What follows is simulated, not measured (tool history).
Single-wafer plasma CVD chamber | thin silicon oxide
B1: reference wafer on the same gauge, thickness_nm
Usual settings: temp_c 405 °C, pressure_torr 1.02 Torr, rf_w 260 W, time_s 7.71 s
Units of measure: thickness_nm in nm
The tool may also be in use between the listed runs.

run 1 hour=0 | temp_c=405 pressure_torr=1.02 rf_w=260 time_s=7.71 | B1=14.596 | thickness_nm=15.092
run 2 hour=73.7 | temp_c=405 pressure_torr=1.02 rf_w=260 time_s=6.94 | B1=14.604 | thickness_nm=13.39
run 3 hour=126.5 | temp_c=405 pressure_torr=1.02 rf_w=260 time_s=6.94 | B1=14.596 | thickness_nm=13.538
run 4 hour=196.1 | temp_c=405 pressure_torr=1.02 rf_w=260 time_s=6.94 | B1=14.593 | thickness_nm=13.402
run 5 hour=309.2 | temp_c=405 pressure_torr=1.1 rf_w=260 time_s=7.71 | B1=14.614 | thickness_nm=15.379
-- hour=397.2 RF generator calibrated
-- hour=408.3 capacitance manometer re-zeroed and calibrated
run 6 hour=408.8 | temp_c=405 pressure_torr=1.02 rf_w=260 time_s=7.71 | B1=14.61 | thickness_nm=15.909
run 7 hour=446.5 | temp_c=405 pressure_torr=1.02 rf_w=260 time_s=7.71 | B1=14.597 | thickness_nm=15.945
-- hour=485.1 showerhead replaced
run 8 hour=500.2 | temp_c=405 pressure_torr=0.86 rf_w=260 time_s=6.62 | B1=14.608 | thickness_nm=11.986
run 9 hour=604.9 | temp_c=405 pressure_torr=1.09 rf_w=260 time_s=7.71 | B1=14.597 | thickness_nm=16.328
-- hour=642.9 thermocouple changed; heater temperature recalibrated
run 10 hour=694.6 | temp_c=405 pressure_torr=1.14 rf_w=275 time_s=7.71 | B1=14.598 | thickness_nm=17.273
run 11 hour=800.1 | temp_c=405 pressure_torr=1.02 rf_w=260 time_s=8.56 | B1=14.598 | thickness_nm=17.01
run 12 hour=843.8 | temp_c=416 pressure_torr=1.09 rf_w=260 time_s=7.71 | B1=14.611 | thickness_nm=15.976
-- hour=908 gauge calibrated
run 13 hour=942.2 | temp_c=405 pressure_torr=1.02 rf_w=220 time_s=7.71 | B1=14.611 | thickness_nm=13.634
run 14 hour=1045.1 | temp_c=413 pressure_torr=1.15 rf_w=245 time_s=8.68 | B1=14.582 | thickness_nm=17.552
run 15 hour=1148.4 | temp_c=405 pressure_torr=1.02 rf_w=260 time_s=7.71 | B1=14.601 | thickness_nm=14.756

Branching from run 15: 3 alternative next runs. What would each branch give?
run A hour=1148.8 | temp_c=405 pressure_torr=0.88 rf_w=260 time_s=7.71 | B1=? | thickness_nm=?
run B hour=1148.8 | temp_c=393 pressure_torr=1.24 rf_w=295 time_s=7.24 | B1=? | thickness_nm=?
run C hour=1148.8 | temp_c=405 pressure_torr=1.02 rf_w=310 time_s=8.39 | B1=? | thickness_nm=?

run=A B1=14.592 thickness_nm=13.238
run=B B1=14.592 thickness_nm=16.942
run=C B1=14.592 thickness_nm=17.749
Had the tool no hidden state, the same runs would have come out as:
run=A thickness_nm=14.476
run=B thickness_nm=18.215
run=C thickness_nm=19.144
